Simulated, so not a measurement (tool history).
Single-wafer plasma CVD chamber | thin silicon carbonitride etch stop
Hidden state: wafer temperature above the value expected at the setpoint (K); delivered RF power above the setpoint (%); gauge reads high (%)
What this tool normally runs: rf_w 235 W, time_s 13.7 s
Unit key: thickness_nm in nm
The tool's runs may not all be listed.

run   hour  rf_w  time_s  wafers since the last listed run  hours since the last thermocouple change  hours since the last RF generator calibration  hours since the showerhead was replaced  hours since the gauge calibration  read-back reference wafer on the same gauge, thickness_nm  thickness_nm
  1    0.0   235    13.7                                 0                                    2027.8                                         2118.9                                   5188.8                               54.3                                                      6.940         8.563
  2    6.6   235    13.7                               142                                    2034.4                                         2125.5                                   5195.4                               60.9                                                      6.945         8.555
  3   55.8   235    13.7                              1060                                    2083.6                                         2174.7                                   5244.6                              110.1                                                      6.953         8.569
  4   63.2   235    13.7                               159                                    2091.0                                         2182.1                                   5252.0                              117.5                                                      6.954         8.557
  5   80.3   235    13.7                               368                                    2108.1                                         2199.2                                   5269.1                              134.6                                                      6.956         8.592
     102.9  -- thermocouple changed; heater temperature recalibrated
  6  105.9   235    13.7                               379                                       3.0                                         2224.8                                   5294.7                              160.2                                                      6.958         8.586
  7  113.9   235    13.7                               172                                      11.0                                         2232.8                                   5302.7                              168.2                                                      6.965         8.578
  8  122.7   215    13.7                               189                                      19.8                                         2241.6                                   5311.5                              177.0                                                      6.965         8.335
     127.3  -- gauge calibrated
  9  132.0   215    13.7                               200                                      29.1                                         2250.9                                   5320.8                                4.7                                                      6.908         8.273
 10  163.2   235    13.7                               672                                      60.3                                         2282.1                                   5352.0                               35.9                                                      6.933         8.547
     174.3  -- showerhead replaced
 11  178.6   235    13.7                               159                                      75.7                                         2297.5                                      4.3                               51.3                                                      6.939         8.547
 12  186.2   235    13.7                               163                                      83.3                                         2305.1                                     11.9                               58.9                                                      6.937         8.530
 13  193.7   235    11.6                               161                                      90.8                                         2312.6                                     19.4                               66.4                                                      6.939         7.230
 14  200.1   190    15.6                               137                                      97.2                                         2319.0                                     25.8                               72.8                                                      6.943         9.108
     210.2  -- RF generator calibrated
 15  210.7   260    11.5                                56                                     107.8                                            0.5                                     36.4                               83.4                                                      6.944         7.448
 16  216.4   235    16.0                               122                                     113.5                                            6.2                                     42.1                               89.1                                                      6.949         9.982
 17  228.5   265    13.7                               260                                     125.6                                           18.3                                     54.2                              101.2                                                      6.951         8.903
 18  240.9   235    13.7                               267                                     138.0                                           30.7                                     66.6                              113.6                                                      6.954         8.567
 19  247.8   245    11.5                               148                                     144.9                                           37.6                                     73.5                              120.5                                                      6.951         7.286
 20  254.0   250    14.7                               133                                     151.1                                           43.8                                     79.7                              126.7                                                      6.955         9.411

Forecast run 21:
 21  290.1   250    12.4                               778                                     187.2                                           79.9                                    115.8                              162.8                                                          ?             ?

{"run 21": {"read-back reference wafer on the same gauge, thickness_nm": 6.954, "thickness_nm": 7.913}}
Take away the tool's hidden state, keep the run-to-run variation as it was, and the same run would have given thickness_nm 7.861 nm.
